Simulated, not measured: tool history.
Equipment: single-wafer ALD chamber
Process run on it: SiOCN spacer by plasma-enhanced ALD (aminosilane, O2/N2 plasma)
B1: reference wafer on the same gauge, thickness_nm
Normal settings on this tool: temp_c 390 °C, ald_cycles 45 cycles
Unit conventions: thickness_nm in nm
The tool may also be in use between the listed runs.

run 1 hour=0.0 | temp_c=390 ald_cycles=45 | B1=3.211 | thickness_nm=2.839
run 2 hour=15.5 | temp_c=384 ald_cycles=45 | B1=3.206 | thickness_nm=2.791
run 3 hour=33.7 | temp_c=384 ald_cycles=45 | B1=3.210 | thickness_nm=2.853
run 4 hour=50.3 | temp_c=384 ald_cycles=45 | B1=3.209 | thickness_nm=2.821
run 5 hour=74.5 | temp_c=390 ald_cycles=45 | B1=3.210 | thickness_nm=2.823
run 6 hour=92.8 | temp_c=385 ald_cycles=45 | B1=3.208 | thickness_nm=2.818
run 7 hour=126.3 | temp_c=385 ald_cycles=45 | B1=3.210 | thickness_nm=2.830
-- hour=160.2 thermocouple changed; heater temperature recalibrated
run 8 hour=160.7 | temp_c=385 ald_cycles=45 | B1=3.210 | thickness_nm=2.825
-- hour=167.3 gauge calibrated
run 9 hour=188.1 | temp_c=390 ald_cycles=45 | B1=3.212 | thickness_nm=2.845
run 10 hour=200.6 | temp_c=396 ald_cycles=51 | B1=3.209 | thickness_nm=3.177
run 11 hour=221.5 | temp_c=390 ald_cycles=39 | B1=3.210 | thickness_nm=2.431
run 12 hour=242.2 | temp_c=377 ald_cycles=45 | B1=3.209 | thickness_nm=2.829
run 13 hour=257.9 | temp_c=396 ald_cycles=36 | B1=3.213 | thickness_nm=2.251

Run 14 comes next. What will it give?
run 14 hour=271.3 | temp_c=375 ald_cycles=48 | B1=? | thickness_nm=?

Run 14 measured B1 3.207, thickness_nm 3.043 nm.
Minus the tool's unlogged condition, the same run would have read thickness_nm 3.043 nm.
